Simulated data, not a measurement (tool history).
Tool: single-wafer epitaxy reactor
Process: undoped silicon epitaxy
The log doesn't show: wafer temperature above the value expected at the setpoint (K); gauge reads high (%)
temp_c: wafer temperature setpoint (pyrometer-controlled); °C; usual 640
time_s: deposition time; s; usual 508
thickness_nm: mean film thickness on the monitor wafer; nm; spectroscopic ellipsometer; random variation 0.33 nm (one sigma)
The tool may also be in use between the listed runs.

| run | hour | temp_c | time_s | wafers since the last listed run | hours since the last pyrometer calibration | hours since the gauge calibration | read-back reference wafer on the same gauge, thickness_nm | thickness_nm |
|---|---|---|---|---|---|---|---|---|
| 1 | 0 | 640 | 508 | 0 | 1822.1 | 74.6 | 57.81 | 68.667 |
| 2 | 17.5 | 640 | 508 | 66 | 1839.6 | 92.1 | 57.947 | 68.546 |
| 3 | 36.7 | 640 | 508 | 72 | 1858.8 | 111.3 | 57.957 | 69.245 |
| 4 | 68.7 | 640 | 508 | 120 | 1890.8 | 143.3 | 57.929 | 68.694 |
| 5 | 96 | 640 | 535 | 102 | 1918.1 | 170.6 | 57.857 | 72.987 |
| 6 | 111.2 | 640 | 535 | 57 | 1933.3 | 185.8 | 57.999 | 72.716 |
| 7 | 133.6 | 640 | 535 | 84 | 1955.7 | 208.2 | 57.961 | 72.47 |
| 8 | 159.9 | 640 | 583 | 99 | 1982 | 234.5 | 58.017 | 78.504 |
| 9 | 191.9 | 640 | 583 | 120 | 2014 | 266.5 | 57.914 | 78.465 |
| 10 | 222.1 | 640 | 508 | 113 | 2044.2 | 296.7 | 57.909 | 68.845 |
| 11 | 237.9 | 629 | 508 | 59 | 2060 | 312.5 | 57.904 | 55.387 |
| 12 | 257.9 | 640 | 508 | 75 | 2080 | 332.5 | 57.838 | 68.84 |
| 13 | 270.4 | 640 | 508 | 47 | 2092.5 | 345 | 57.889 | 69.229 |
| 14 | 302.6 | 640 | 508 | 121 | 2124.7 | 377.2 | 57.904 | 68.753 |
| 15 | 402.6 | 634 | 578 | 377 | 2224.7 | 477.2 | 57.833 | 69.308 |
| 16 | 418 | 634 | 578 | 58 | 2240.1 | 492.6 | 57.946 | 69.214 |
| 17 | 438.4 | 634 | 578 | 76 | 2260.5 | 513 | 57.979 | 69.967 |
| 18 | 471.3 | 634 | 578 | 124 | 2293.4 | 545.9 | 57.829 | 70.735 |
|  | 496.9 | pyrometer calibrated |
| 19 | 499.1 | 644 | 466 | 74 | 2.2 | 573.7 | 57.877 | 60.026 |
| 20 | 528.8 | 633 | 508 | 112 | 31.9 | 603.4 | 57.846 | 52.975 |
| 21 | 544.8 | 644 | 425 | 60 | 47.9 | 619.4 | 57.879 | 54.985 |
| 22 | 558.6 | 651 | 570 | 52 | 61.7 | 633.2 | 57.885 | 85.061 |
| 23 | 573.8 | 647 | 457 | 57 | 76.9 | 648.4 | 57.886 | 63.093 |
| 24 | 602 | 652 | 444 | 106 | 105.1 | 676.6 | 57.923 | 67.421 |
| 25 | 633.3 | 630 | 601 | 118 | 136.4 | 707.9 | 57.844 | 59.428 |
| 26 | 655.7 | 640 | 508 | 84 | 158.8 | 730.3 | 57.932 | 61.83 |
|  | 656 | gauge calibrated |
| 27 | 690.1 | 635 | 508 | 129 | 193.2 | 34.1 | 57.905 | 57.039 |
| 28 | 722.5 | 633 | 508 | 122 | 225.6 | 66.5 | 57.907 | 54.324 |
| 29 | 749.7 | 640 | 508 | 102 | 252.8 | 93.7 | 57.812 | 62.778 |
| 30 | 781.4 | 640 | 591 | 119 | 284.5 | 125.4 | 57.899 | 73.034 |
| 31 | 795.6 | 640 | 508 | 53 | 298.7 | 139.6 | 57.965 | 62.972 |
| 32 | 816.4 | 652 | 576 | 78 | 319.5 | 160.4 | 57.942 | 90.362 |
| 33 | 847.7 | 640 | 508 | 118 | 350.8 | 191.7 | 57.911 | 63.474 |
| 34 | 869.8 | 646 | 508 | 83 | 372.9 | 213.8 | 57.862 | 71.302 |
| 35 | 891.3 | 636 | 508 | 81 | 394.4 | 235.3 | 57.847 | 59.107 |

Forecast each of these 4 alternatives for the next run:
| A | 891.8 | 640 | 508 | 1 | 394.9 | 235.8 | ? | ? |
| B | 891.8 | 654 | 415 | 1 | 394.9 | 235.8 | ? | ? |
| C | 891.8 | 655 | 569 | 1 | 394.9 | 235.8 | ? | ? |
| D | 891.8 | 640 | 576 | 1 | 394.9 | 235.8 | ? | ? |

| run | read-back reference wafer on the same gauge, thickness_nm | thickness_nm |
|---|---|---|
| A | 57.914 | 63.114 |
| B | 57.914 | 67.504 |
| C | 57.914 | 94.327 |
| D | 57.914 | 71.562 |
Without the tool's hidden state the same runs would have given:
| run | thickness_nm |
|---|---|
| A | 60.223 |
| B | 64.492 |
| C | 90.125 |
| D | 68.284 |

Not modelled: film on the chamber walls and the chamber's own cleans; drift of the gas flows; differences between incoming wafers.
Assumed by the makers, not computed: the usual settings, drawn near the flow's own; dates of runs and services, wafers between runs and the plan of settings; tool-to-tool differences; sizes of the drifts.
